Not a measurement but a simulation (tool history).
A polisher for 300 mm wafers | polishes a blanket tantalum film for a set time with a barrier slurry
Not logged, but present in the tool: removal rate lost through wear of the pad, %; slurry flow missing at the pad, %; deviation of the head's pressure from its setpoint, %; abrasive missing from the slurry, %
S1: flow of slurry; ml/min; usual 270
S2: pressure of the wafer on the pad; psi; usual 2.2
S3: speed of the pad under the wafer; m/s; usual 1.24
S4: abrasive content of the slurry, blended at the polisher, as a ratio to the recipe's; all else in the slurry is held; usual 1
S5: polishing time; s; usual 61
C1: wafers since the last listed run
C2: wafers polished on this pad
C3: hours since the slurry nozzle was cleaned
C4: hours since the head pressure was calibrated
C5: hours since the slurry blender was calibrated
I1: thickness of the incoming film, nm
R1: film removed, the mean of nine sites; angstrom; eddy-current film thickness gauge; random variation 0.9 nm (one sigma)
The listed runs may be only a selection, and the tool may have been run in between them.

| run | hour | S1 | S2 | S3 | S4 | S5 | C1 | C2 | C3 | C4 | C5 | I1 | R1 |
|---|---|---|---|---|---|---|---|---|---|---|---|---|---|
| 1 | 0 | 270 | 2.2 | 1.24 | 1 | 61 | 0 | 246 | 653.9 | 378.3 | 82.3 | 388.5 | 1153 |
| 2 | 13.5 | 270 | 2.2 | 1.24 | 1 | 61 | 127 | 374 | 667.4 | 391.8 | 95.8 | 386.7 | 1141 |
| 3 | 27.4 | 270 | 2.2 | 1.24 | 1.15 | 61 | 131 | 505 | 681.3 | 405.7 | 109.7 | 387.4 | 1188 |
| 4 | 44.2 | 270 | 2.2 | 1.24 | 1.15 | 61 | 158 | 664 | 698.1 | 422.5 | 126.5 | 387.2 | 1184 |
| 5 | 58.2 | 270 | 2.2 | 1.24 | 1 | 61 | 132 | 797 | 712.1 | 436.5 | 140.5 | 385.7 | 1121 |
| 6 | 73.1 | 270 | 2.2 | 1.24 | 1 | 61 | 140 | 937 | 727 | 451.4 | 155.4 | 385.1 | 1109 |
|  | 76 | slurry nozzle cleaned |
| 7 | 84 | 270 | 2.2 | 1.24 | 1 | 61 | 93 | 1031 | 8 | 462.3 | 166.3 | 387.7 | 1082 |
| 8 | 94.9 | 300 | 2.2 | 1.24 | 1 | 61 | 103 | 1134 | 18.9 | 473.2 | 177.2 | 389.3 | 1079 |
|  | 108.5 | worn pad replaced by a new one |
| 9 | 109.3 | 300 | 2.2 | 1.24 | 1 | 61 | 98 | 7 | 33.3 | 487.6 | 191.6 | 393 | 1000 |
|  | 118.3 | head pressure recalibrated |
| 10 | 127 | 300 | 2.2 | 1.24 | 1 | 61 | 148 | 156 | 51 | 8.7 | 209.3 | 386.2 | 1001 |
|  | 129.3 | slurry blender recalibrated |
| 11 | 139.9 | 270 | 2.2 | 1.24 | 0.8 | 54 | 103 | 259 | 63.9 | 21.6 | 10.6 | 387.2 | 816 |
|  | 155.2 | worn pad replaced by a new one, repeated, since the last time left the tool worse |
| 12 | 155.7 | 295 | 1.8 | 1.24 | 1 | 78 | 111 | 5 | 79.7 | 37.4 | 26.4 | 391.5 | 1275 |
| 13 | 169.9 | 270 | 2.2 | 1.24 | 0.7 | 61 | 134 | 139 | 93.9 | 51.6 | 40.6 | 393.3 | 1043 |
| 14 | 181.6 | 270 | 2.2 | 1.24 | 1 | 61 | 110 | 249 | 105.6 | 63.3 | 52.3 | 391.1 | 1132 |
| 15 | 194.2 | 300 | 2.2 | 1.24 | 1 | 61 | 119 | 369 | 118.2 | 75.9 | 64.9 | 382.3 | 1153 |
| 16 | 204.8 | 270 | 2.2 | 1.24 | 1 | 68 | 100 | 469 | 128.8 | 86.5 | 75.5 | 391.3 | 1274 |
| 17 | 221.6 | 245 | 2.2 | 1.38 | 1.3 | 69 | 158 | 628 | 145.6 | 103.3 | 92.3 | 393.4 | 1499 |
| 18 | 231.3 | 305 | 2.9 | 1.24 | 1 | 61 | 91 | 719 | 155.3 | 113 | 102 | 393 | 1417 |
| 19 | 238 | 270 | 2.2 | 1.24 | 0.85 | 61 | 63 | 783 | 162 | 119.7 | 108.7 | 391.3 | 1066 |
| 20 | 252.6 | 270 | 2.2 | 1.24 | 1 | 61 | 138 | 921 | 176.6 | 134.3 | 123.3 | 387.9 | 1099 |

Below are 5 alternative next runs, each starting from the tool's condition after run 20. Predict each:
| A | 253 | 270 | 2.2 | 1.64 | 1 | 61 | 3 | 925 | 177 | 134.7 | 123.7 | 397.2 | ? |
| B | 253 | 195 | 2.4 | 1.24 | 1 | 61 | 3 | 925 | 177 | 134.7 | 123.7 | 397.2 | ? |
| C | 253 | 270 | 2.2 | 1.24 | 1 | 40 | 3 | 925 | 177 | 134.7 | 123.7 | 397.2 | ? |
| D | 253 | 270 | 2.2 | 0.82 | 1.1 | 41 | 3 | 925 | 177 | 134.7 | 123.7 | 397.2 | ? |
| E | 253 | 360 | 2.2 | 0.84 | 1.2 | 61 | 3 | 925 | 177 | 134.7 | 123.7 | 397.2 | ? |

| run | R1 |
|---|---|
| A | 1404 |
| B | 1115 |
| C | 711 |
| D | 515 |
| E | 820 |
With no hidden state in the tool, these same runs would have given:
| run | R1 |
|---|---|
| A | 1491 |
| B | 1185 |
| C | 755 |
| D | 547 |
| E | 871 |
